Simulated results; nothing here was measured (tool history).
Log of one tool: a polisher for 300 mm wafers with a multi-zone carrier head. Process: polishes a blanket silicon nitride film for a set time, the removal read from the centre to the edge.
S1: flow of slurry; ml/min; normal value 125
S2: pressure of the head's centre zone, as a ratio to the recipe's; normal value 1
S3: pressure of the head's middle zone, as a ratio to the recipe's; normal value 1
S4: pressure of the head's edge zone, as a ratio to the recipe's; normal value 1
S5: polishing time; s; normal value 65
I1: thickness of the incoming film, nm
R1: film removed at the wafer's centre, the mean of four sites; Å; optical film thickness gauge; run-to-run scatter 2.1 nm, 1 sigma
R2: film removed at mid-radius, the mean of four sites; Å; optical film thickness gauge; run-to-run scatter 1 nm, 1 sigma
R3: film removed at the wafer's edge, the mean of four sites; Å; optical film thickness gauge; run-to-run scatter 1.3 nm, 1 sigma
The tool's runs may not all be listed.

run    hour   S1    S2   S3    S4  S5     I1    R1    R2    R3
  1       0   95     1    1     1  65  481.5  1346  1335  1399
  2    36.2   95     1    1     1  65  497.6  1353  1341  1388
        101  -- carrier head's membrane replaced by a new one
  3   104.5  125     1    1     1  65  493.7  1446  1441  1471
  4     161  125     1    1     1  65  483.4  1475  1462  1488
      195.3  -- slurry nozzle cleaned
  5   215.2  125     1    1     1  65  483.1  1452  1423  1471
      241.6  -- edge zone pressure recalibrated
      255.5  -- worn pad replaced by a new one
  6     322  125     1    1     1  65  496.9  1500  1454  1463
      344.2  -- centre zone pressure recalibrated
  7   402.2  105  0.88    1  0.93  84  486.6  1555  1772  1771
  8   493.1  105  0.88    1  0.89  65  491.5  1223  1376  1354
  9     557  125     1    1     1  65  488.6  1468  1444  1460
      571.9  -- slurry nozzle cleaned
      635.1  -- worn pad replaced by a new one
 10   657.6  125     1    1  0.91  43  487.6   988   966   928
      691.4  -- edge zone pressure recalibrated
 11   703.8  125     1    1     1  65  492.1  1473  1444  1454
 12   760.5  125  0.94    1     1  65  484.8  1388  1464  1473
      782.5  -- carrier head's membrane replaced by a new one
 13     845  155     1  0.9  1.04  85  489.5  2007  1879  2012
 14   909.2  125     1    1     1  65  491.7  1473  1441  1471
      933.2  -- slurry nozzle cleaned
 15   981.2   85     1    1   1.1  46  483.2   937   894  1010
       1012  -- worn pad replaced by a new one
 16  1044.7  165  0.92    1     1  65    493  1457  1537  1548
 17  1085.7  125     1    1     1  65  486.3  1435  1450  1485
 18    1124  125  1.11    1     1  85  493.5  2138  1872  1906
     1137.8  -- edge zone pressure recalibrated
 19    1214  125  1.05    1  1.09  65  483.4  1550  1449  1537
 20  1254.9  125     1    1     1  65  496.3  1500  1448  1455
 21  1327.4  125     1    1     1  81  498.6  1815  1810  1832

Here are 5 independent what-if runs from the current tool condition. What would each one return?
  A  1327.8  125     1  1.06     1  65  485.9   ?   ?   ?
  B  1327.8  125     1     1     1  75  485.9   ?   ?   ?
  C  1327.8  105  0.93  1.04     1  65  485.9   ?   ?   ?
  D  1327.8   90     1  1.09  0.94  65  485.9   ?   ?   ?
  E  1327.8  100     1  0.91     1  80  485.9   ?   ?   ?

run    R1    R2    R3
  A  1460  1463  1467
  B  1684  1640  1694
  C  1284  1382  1420
  D  1301  1344  1331
  E  1669  1569  1731
Stripped of hidden state, with their random variation kept, the same runs would have yielded:
run    R1    R2    R3
  A  1460  1463  1467
  B  1684  1640  1694
  C  1284  1382  1420
  D  1301  1344  1331
  E  1669  1569  1731
